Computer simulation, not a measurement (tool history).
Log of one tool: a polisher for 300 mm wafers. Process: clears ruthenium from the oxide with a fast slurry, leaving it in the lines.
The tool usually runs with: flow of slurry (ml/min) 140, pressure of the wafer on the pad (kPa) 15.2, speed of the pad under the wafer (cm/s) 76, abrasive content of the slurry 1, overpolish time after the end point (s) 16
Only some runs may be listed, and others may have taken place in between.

run,hour,flow of slurry (ml/min),pressure of the wafer on the pad (kPa),speed of the pad under the wafer (cm/s),abrasive content of the slurry,overpolish time after the end point (s),"incoming thickness of the incoming film, nm",time until the end point was called (s),dishing of a wide line in a test structure (angstrom)
1,0,140,15.2,76,1,21,278.6,99.1,371
2,28.6,140,15.2,76,1,10,279.6,101.7,209
3,41.8,140,15.2,76,1,10,281.9,101.1,211
4,67.6,140,15.2,76,1,16,279.1,100.8,310
5,99.9,140,15.2,76,1,16,283.7,102,302
6,120.3,140,15.2,76,1,16,282.7,101.6,305
7,155.9,140,15.2,76,1,16,281.5,101.4,292
8,170.3,140,15.2,76,1,16,278,100.2,310
9,201,140,15.2,76,1,16,281,100.1,301
10,236.3,140,15.2,76,1,16,278.9,99.7,304
11,252.2,140,15.2,76,1,16,276.2,98.6,314
12,271.7,140,19.3,76,1,16,276.6,83.2,344
13,306.9,165,13.1,76,1,11,280.1,106.5,219
14,337.8,140,15.2,76,1,16,281.4,99,304
15,358.5,140,15.2,76,1,19,282.3,100.3,343
16,390,140,11.7,66,1,16,278,143.5,234
17,424.3,140,15.2,90,0.8,24,282.7,100.8,393
18,443.4,140,15.2,76,0.85,16,277,109.8,278
19,482.3,140,15.2,84,0.8,16,279.1,103.1,290
20,502.2,160,15.2,90,1.1,19,280.9,80.9,392
21,529.1,140,15.2,94,1.2,22,284.1,76.2,440
22,559.2,115,17.9,100,0.8,16,276.7,78.8,353
23,587,120,13.8,84,1,25,277.7,99.3,391
24,617.5,120,13.8,84,1,25,276.8,100,397
25,636.1,140,15.2,76,1,16,280.4,100.5,308
26,658.8,120,15.2,76,1,16,276.9,103.3,298
27,675.6,140,9.7,54,1,16,284,192.1,192
28,705.1,140,15.2,76,1,16,276.7,100.7,303

Not shown: 9 entries that the log had between the listed runs. Between which runs, and how does the tool's hidden state differ before and after?
In the gap between runs 4 and 5: slurry nozzle cleaned (hour 81.9)
  deviation of the head's pressure from its setpoint, %: 8.01 -> 8.12
  measured result minus the result with no hidden state, time until the end point was called (s): -5.6 -> -5.7; dishing of a wide line in a test structure (angstrom): +12 -> +11
In the gap between runs 6 and 7: worn pad replaced by a new one (hour 131.9)
  deviation of the head's pressure from its setpoint, %: 8.18 -> 8.27
  measured result minus the result with no hidden state, time until the end point was called (s): -5.7 -> -5.7; dishing of a wide line in a test structure (angstrom): +12 -> +11
In the gap between runs 9 and 10: slurry blender recalibrated (hour 204.6)
  deviation of the head's pressure from its setpoint, %: 8.38 -> 8.46
  measured result minus the result with no hidden state, time until the end point was called (s): -5.7 -> -5.8; dishing of a wide line in a test structure (angstrom): +12 -> +12
In the gap between runs 12 and 13: worn pad replaced by a new one (hour 305.4)
  deviation of the head's pressure from its setpoint, %: 8.53 -> 8.59
  measured result minus the result with no hidden state, time until the end point was called (s): -4.9 -> -6.3; dishing of a wide line in a test structure (angstrom): +13 -> +10
In the gap between runs 15 and 16: head pressure recalibrated (hour 378.5); slurry nozzle cleaned (hour 380.6)
  deviation of the head's pressure from its setpoint, %: 8.67 -> 1.82
  measured result minus the result with no hidden state, time until the end point was called (s): -6 -> -1.8; dishing of a wide line in a test structure (angstrom): +12 -> +2
In the gap between runs 18 and 19: worn pad replaced by a new one (hour 481.8)
  deviation of the head's pressure from its setpoint, %: 3.32 -> 4.28
  measured result minus the result with no hidden state, time until the end point was called (s): -2.5 -> -3; dishing of a wide line in a test structure (angstrom): +5 -> +6
In the gap between runs 27 and 28: worn pad replaced by a new one (hour 689.2); slurry blender recalibrated (hour 704.6)
  deviation of the head's pressure from its setpoint, %: 7.77 -> 8.15
  measured result minus the result with no hidden state, time until the end point was called (s): -10.3 -> -5.6; dishing of a wide line in a test structure (angstrom): +9 -> +11

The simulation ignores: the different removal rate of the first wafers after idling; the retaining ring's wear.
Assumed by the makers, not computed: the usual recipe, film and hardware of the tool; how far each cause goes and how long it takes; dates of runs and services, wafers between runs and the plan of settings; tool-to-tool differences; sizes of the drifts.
